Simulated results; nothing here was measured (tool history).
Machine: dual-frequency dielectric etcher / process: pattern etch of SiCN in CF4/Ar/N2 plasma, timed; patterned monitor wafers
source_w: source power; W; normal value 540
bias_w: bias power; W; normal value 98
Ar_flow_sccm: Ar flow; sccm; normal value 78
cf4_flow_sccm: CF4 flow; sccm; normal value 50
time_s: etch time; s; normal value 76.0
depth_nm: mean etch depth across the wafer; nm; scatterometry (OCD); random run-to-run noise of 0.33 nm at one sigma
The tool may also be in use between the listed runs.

| run | hour | source_w | bias_w | Ar_flow_sccm | cf4_flow_sccm | time_s | read-back reference wafer on the same gauge, depth_nm | depth_nm |
|---|---|---|---|---|---|---|---|---|
| 1 | 0.0 | 540 | 103 | 78 | 50 | 76.0 | 93.0 | 91.0 |
| 2 | 38.2 | 540 | 103 | 78 | 50 | 76.0 | 93.0 | 90.7 |
|  | 54.5 | gauge calibrated |
| 3 | 79.8 | 540 | 98 | 78 | 50 | 76.0 | 93.0 | 88.3 |
| 4 | 135.7 | 490 | 98 | 78 | 50 | 87.5 | 92.9 | 96.0 |
| 5 | 206.6 | 540 | 98 | 78 | 50 | 69.5 | 93.0 | 81.0 |
|  | 230.0 | source power generator calibrated |
| 6 | 250.8 | 540 | 98 | 78 | 50 | 69.5 | 93.1 | 82.6 |
| 7 | 317.7 | 540 | 98 | 78 | 50 | 69.5 | 93.0 | 81.7 |
|  | 345.6 | upper electrode replaced |
| 8 | 359.0 | 540 | 98 | 78 | 50 | 89.5 | 93.0 | 105.5 |
| 9 | 398.8 | 540 | 98 | 78 | 50 | 89.5 | 93.0 | 105.1 |
| 10 | 459.0 | 540 | 98 | 78 | 50 | 76.0 | 92.9 | 89.5 |
|  | 468.5 | Ar flow controller replaced |
| 11 | 498.1 | 640 | 119 | 84 | 50 | 84.0 | 93.0 | 116.0 |
|  | 529.7 | wet clean of the chamber |
| 12 | 530.5 | 540 | 98 | 78 | 46 | 90.0 | 93.1 | 106.1 |
|  | 543.1 | CF4 flow controller replaced |
| 13 | 565.3 | 590 | 98 | 78 | 39 | 76.0 | 93.1 | 93.4 |
| 14 | 614.3 | 540 | 98 | 78 | 50 | 76.0 | 92.9 | 90.2 |
|  | 667.9 | gauge calibrated |
| 15 | 686.1 | 540 | 98 | 73 | 50 | 76.0 | 93.0 | 91.9 |
|  | 704.6 | bias power generator calibrated |
| 16 | 750.4 | 500 | 98 | 59 | 41 | 85.0 | 92.9 | 98.6 |
| 17 | 778.0 | 650 | 116 | 78 | 50 | 76.0 | 92.9 | 107.0 |
| 18 | 812.0 | 540 | 98 | 88 | 50 | 76.0 | 92.8 | 88.1 |
| 19 | 873.2 | 610 | 98 | 69 | 55 | 76.0 | 93.1 | 98.9 |
| 20 | 916.2 | 440 | 74 | 68 | 59 | 76.0 | 93.0 | 75.3 |

Forecast each of these 5 alternatives for the next run:
| A | 916.6 | 540 | 98 | 78 | 50 | 76.0 | ? | ? |
| B | 916.6 | 430 | 98 | 78 | 46 | 58.0 | ? | ? |
| C | 916.6 | 540 | 98 | 78 | 44 | 76.0 | ? | ? |
| D | 916.6 | 480 | 115 | 68 | 54 | 76.0 | ? | ? |
| E | 916.6 | 540 | 114 | 84 | 61 | 76.0 | ? | ? |

| run | read-back reference wafer on the same gauge, depth_nm | depth_nm |
|---|---|---|
| A | 93.1 | 89.2 |
| B | 93.1 | 59.5 |
| C | 93.1 | 87.9 |
| D | 93.1 | 91.3 |
| E | 93.1 | 95.5 |
With no hidden state in the tool, these same runs would have given:
| run | depth_nm |
|---|---|
| A | 90.9 |
| B | 60.6 |
| C | 89.5 |
| D | 93.0 |
| E | 97.2 |

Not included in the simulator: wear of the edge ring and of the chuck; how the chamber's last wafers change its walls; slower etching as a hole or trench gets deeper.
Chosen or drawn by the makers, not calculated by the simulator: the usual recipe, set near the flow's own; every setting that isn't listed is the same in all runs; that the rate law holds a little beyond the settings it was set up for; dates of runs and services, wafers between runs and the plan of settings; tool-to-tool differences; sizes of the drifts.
